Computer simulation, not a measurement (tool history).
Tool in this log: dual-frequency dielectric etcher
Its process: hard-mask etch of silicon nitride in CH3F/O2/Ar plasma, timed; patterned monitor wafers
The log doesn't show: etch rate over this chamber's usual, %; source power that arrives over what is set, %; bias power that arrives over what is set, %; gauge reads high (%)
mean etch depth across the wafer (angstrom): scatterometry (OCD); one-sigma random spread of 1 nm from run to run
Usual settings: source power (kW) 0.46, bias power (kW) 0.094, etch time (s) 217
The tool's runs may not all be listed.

run	day	source power (kW)	bias power (kW)	etch time (s)	wafers since the last listed run	hours since the last wet clean	hours since the last source power generator calibration	hours since the last bias power generator calibration	hours since the last upper electrode change	hours since the gauge calibration	read-back reference wafer on the same gauge, depth_nm	mean etch depth across the wafer (angstrom)
1	0	0.49	0.094	217	0	399.5	2144.8	1457.6	3357.1	137.2	145.7	1621
2	0.475	0.49	0.094	217	95	410.9	2156.2	1469	3368.5	148.6	145.9	1614
3	1.2	0.46	0.094	217	145	428.3	2173.6	1486.4	3385.9	166	145.9	1586
4	1.9	0.46	0.094	217	140	445.1	2190.4	1503.2	3402.7	182.8	146.1	1554
5	2.362	0.46	0.094	217	92	456.2	2201.5	1514.3	3413.8	193.9	145.9	1568
6	2.675	0.46	0.094	217	62	463.7	2209	1521.8	3421.3	201.4	145.9	1568
7	3.258	0.46	0.094	217	116	477.7	2223	1535.8	3435.3	215.4	146	1576
8	3.983	0.46	0.094	217	145	495.1	2240.4	1553.2	3452.7	232.8	146.1	1568
9	4.538	0.46	0.094	217	111	508.4	2253.7	1566.5	3466	246.1	146.1	1561
10	4.808	0.46	0.094	217	54	514.9	2260.2	1573	3472.5	252.6	146.1	1558
# day 6.075: wet clean of the chamber
11	6.096	0.46	0.094	217	57	0.5	2291.1	1603.9	3503.4	283.5	145.8	1642
12	6.112	0.46	0.094	217	3	0.9	2291.5	1604.3	3503.8	283.9	145.9	1629
13	6.188	0.51	0.094	217	15	2.7	2293.3	1606.1	3505.6	285.7	145.9	1716
# day 6.804: bias power generator calibrated
# day 7.838: upper electrode replaced
# day 7.933: source power generator calibrated
14	7.954	0.51	0.094	217	100	45.1	0.5	27.6	2.8	328.1	146.1	1717
15	7.971	0.5	0.075	252	3	45.5	0.9	28	3.2	328.5	145.8	1814
16	7.988	0.41	0.086	217	3	45.9	1.3	28.4	3.6	328.9	146	1511
17	9.054	0.46	0.094	217	213	71.5	26.9	54	29.2	354.5	146.1	1648
18	9.404	0.46	0.082	217	70	79.9	35.3	62.4	37.6	362.9	146	1563
19	10.1	0.38	0.078	255.5	139	96.6	52	79.1	54.3	379.6	146	1647
20	10.667	0.46	0.094	217	113	110.2	65.6	92.7	67.9	393.2	145.8	1633
# day 10.862: gauge calibrated
21	11.233	0.51	0.076	153.5	113	123.8	79.2	106.3	81.5	8.9	145.9	1103
22	11.954	0.35	0.08	238	144	141.1	96.5	123.6	98.8	26.2	146.1	1464
23	12.317	0.46	0.094	183	72	149.8	105.2	132.3	107.5	34.9	145.9	1386
24	13.812	0.41	0.112	217	299	185.7	141.1	168.2	143.4	70.8	146	1664
25	14.188	0.46	0.094	217	75	194.7	150.1	177.2	152.4	79.8	146.4	1620
26	14.612	0.46	0.094	249.5	85	204.9	160.3	187.4	162.6	90	146.2	1848
27	14.95	0.4	0.072	171.5	67	213	168.4	195.5	170.7	98.1	145.8	1066
28	15.275	0.46	0.08	217	65	220.8	176.2	203.3	178.5	105.9	146	1500
29	15.929	0.53	0.094	217	131	236.5	191.9	219	194.2	121.6	145.9	1715

Hidden condition of the tool, last listed run before each entry between runs versus first listed run after:
From run 10 to run 11: wet clean of the chamber (day 6.075)
  etch rate over this chamber's usual, %: -5.58 -> 0.0267
  measured minus no-state result, mean etch depth across the wafer (angstrom): -92 -> +0
From run 13 to run 14: bias power generator calibrated (day 6.804); upper electrode replaced (day 7.838); source power generator calibrated (day 7.933)
  etch rate over this chamber's usual, %: 0.004 -> -0.433
  measured minus no-state result, mean etch depth across the wafer (angstrom): +0 -> -7
From run 20 to run 21: gauge calibrated (day 10.862)
  etch rate over this chamber's usual, %: -1.1 -> -1.24
  measured minus no-state result, mean etch depth across the wafer (angstrom): -19 -> -14
